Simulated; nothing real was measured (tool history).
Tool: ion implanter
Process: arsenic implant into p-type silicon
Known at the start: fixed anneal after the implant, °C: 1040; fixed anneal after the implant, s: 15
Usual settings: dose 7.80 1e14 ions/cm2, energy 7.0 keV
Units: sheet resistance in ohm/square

run	hour	dose	energy	wafers since the last listed run	hours since the last dose calibration	hours since the extraction supply was calibrated	hours since the gauge calibration	read-back reference wafer on the same gauge, sheet resistance	sheet resistance
1	0.0	7.80	7.0	0	1231.9	7252.2	289.4	154.95	172.91
2	29.1	9.50	7.0	1085	1261.0	7281.3	318.5	154.99	153.33
3	46.4	9.50	7.0	645	1278.3	7298.6	335.8	155.10	153.17
4	62.9	7.80	8.5	615	1294.8	7315.1	352.3	155.04	171.02
5	114.7	7.80	8.5	1932	1346.6	7366.9	404.1	155.00	170.60
6	144.7	7.80	8.5	1119	1376.6	7396.9	434.1	155.07	170.58
7	158.7	9.01	7.0	522	1390.6	7410.9	448.1	154.92	157.88
8	176.2	9.01	7.0	652	1408.1	7428.4	465.6	155.06	157.76
# hour 186.4: extraction supply calibrated
9	202.7	9.90	7.0	690	1434.6	16.3	492.1	154.95	149.57
# hour 212.5: gauge calibrated
10	303.6	9.23	7.0	3764	1535.5	117.2	91.1	155.01	155.60
11	320.3	6.67	8.5	623	1552.2	133.9	107.8	155.10	189.21
12	353.9	7.80	7.0	1253	1585.8	167.5	141.4	154.99	172.25
# hour 387.9: Faraday cup replaced and dose calibrated
13	389.4	8.42	8.0	1026	1.5	203.0	176.9	155.16	167.04
14	418.4	6.09	8.0	1082	30.5	232.0	205.9	155.02	208.25
15	446.5	7.80	7.0	1048	58.6	260.1	234.0	154.88	176.78
16	472.9	6.02	7.0	985	85.0	286.5	260.4	154.89	210.94
17	485.4	7.80	7.0	466	97.5	299.0	272.9	155.06	176.36

5 ways to go on from here, each from the tool as it stands after run 17. What would each give?
A	485.8	7.80	7.0	14	97.9	299.4	273.3	?	?
B	485.8	7.20	6.5	14	97.9	299.4	273.3	?	?
C	485.8	6.67	6.5	14	97.9	299.4	273.3	?	?
D	485.8	7.80	9.5	14	97.9	299.4	273.3	?	?
E	485.8	7.80	6.0	14	97.9	299.4	273.3	?	?

run	read-back reference wafer on the same gauge, sheet resistance	sheet resistance
A	154.98	176.29
B	154.98	186.57
C	154.98	196.62
D	154.98	173.29
E	154.98	177.60
Without the tool's hidden state the same runs would have given:
run	sheet resistance
A	177.63
B	188.04
C	198.21
D	174.64
E	178.94
